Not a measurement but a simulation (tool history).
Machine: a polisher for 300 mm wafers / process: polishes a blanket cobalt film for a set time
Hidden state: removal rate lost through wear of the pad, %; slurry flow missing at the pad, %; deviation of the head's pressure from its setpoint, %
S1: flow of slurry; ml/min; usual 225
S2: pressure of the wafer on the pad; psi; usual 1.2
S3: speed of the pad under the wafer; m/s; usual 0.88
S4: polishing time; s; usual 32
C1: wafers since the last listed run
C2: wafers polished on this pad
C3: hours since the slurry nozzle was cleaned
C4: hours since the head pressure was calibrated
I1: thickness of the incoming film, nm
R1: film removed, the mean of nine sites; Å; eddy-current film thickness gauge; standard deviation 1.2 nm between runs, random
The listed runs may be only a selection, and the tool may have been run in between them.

run   hour   S1   S2    S3  S4   C1    C2     C3     C4     I1    R1
  1      0  225  1.2  0.88  32    0   646  439.9    339  760.6   842
  2    9.5  225  1.2  0.88  32  137   784  449.4  348.5  760.9   822
  3   27.2  225  1.2  0.88  32  256  1040  467.1  366.2  762.7   818
  4   38.9  225  1.2  0.88  32  169  1209  478.8  377.9  762.3   814
      45.1  -- worn pad replaced by a new one
  5   45.5  225  1.2  0.88  32   37     5  485.4  384.5  760.4   849
  6   56.6  225  1.2  0.88  32  160   166  496.5  395.6  775.5   831
  7   69.9  225  1.2  0.88  32  192   358  509.8  408.9    763   859
  8   79.1  225  1.2  0.88  32  133   491    519  418.1  758.4   835
  9   95.2  225  1.2  0.88  32  233   724  535.1  434.2  761.5   840
 10  101.3  225  1.2  0.88  32   88   813  541.2  440.3  781.3   849
 11  110.9  225  1.2  0.88  32  138   952  550.8  449.9  761.8   829
 12  118.7  225  1.2  0.88  32  112  1065  558.6  457.7    781   830
 13  127.4  225  1.2  0.88  32  125  1190  567.3  466.4  774.3   812
 14  137.7  225  1.2  0.88  32  149  1340  577.6  476.7  769.4   821
     148.4  -- worn pad replaced by a new one
 15  168.7  225  1.2  0.88  32  390   293  608.6  507.7  754.6   762
 16  179.9  225  1.2  0.88  32  162   455  619.8  518.9  771.6   757
 17  190.5  225  1.2  0.88  32  153   608  630.4  529.5    768   756
     192.8  -- slurry nozzle cleaned
 18  200.3  225  1.2  0.88  32  127   736    7.5  539.3  765.9   733
 19  217.5  185  1.2  0.88  36  248   985   24.7  556.5  758.7   831
 20  234.7  225  1.2  1.16  38  248  1234   41.9  573.7  762.5  1148
 21  243.4  225  1.2  0.88  32  125  1359   50.6  582.4  774.2   725
     259.3  -- head pressure recalibrated
     264.5  -- worn pad replaced by a new one, repeated, since the last time left the tool worse
 22    265  185  1.5   0.8  32  225     7   72.2    5.7  773.6   928
 23  272.9  160  1.2   1.1  41  114   122   80.1   13.6  783.8  1276
 24  317.6  225    1  0.88  41  647   769  124.8   58.3  778.3   920
 25  332.8  225  1.2  0.88  32  220   989    140   73.5  767.3   834
       351  -- worn pad replaced by a new one
 26  351.5  255  1.1  1.12  28  212     7  158.7   92.2  779.8   891
 27  369.8  250  1.5  0.88  24  264   272    177  110.5  778.1   765
 28  377.6  245  1.2  0.88  32  112   385  184.8  118.3  757.4   845
 29  391.1  225  1.2  0.88  32  195   580  198.3  131.8  761.5   823
 30  404.6  295  1.2  0.88  32  195   775  211.8  145.3  764.5   831
 31  422.5  170  1.2  1.08  28  259  1035  229.7  163.2  772.8   862
 32  432.3  225  1.2  0.88  32  141  1176  239.5    173    770   809
 33    447  280  1.2  0.88  32  212  1389  254.2  187.7  759.1   809
     462.5  -- worn pad replaced by a new one
 34  477.9  245  1.2  0.88  32  389   222  285.1  218.6  779.9   844

Consider 3 possible next runs. They are alternatives, not a sequence: every one starts from the tool as it was left by run 34. What does each give?
  A  478.3  190  1.2  0.88  32   5  228  285.5  219  772.1   ?
  B  478.3  225  0.8   0.7  32   5  228  285.5  219  772.1   ?
  C  478.3  275  1.4  0.88  28   5  228  285.5  219  772.1   ?

run   R1
  A  826
  B  467
  C  861
Stripped of hidden state, with their random variation kept, the same runs would have yielded:
run   R1
  A  832
  B  471
  C  868
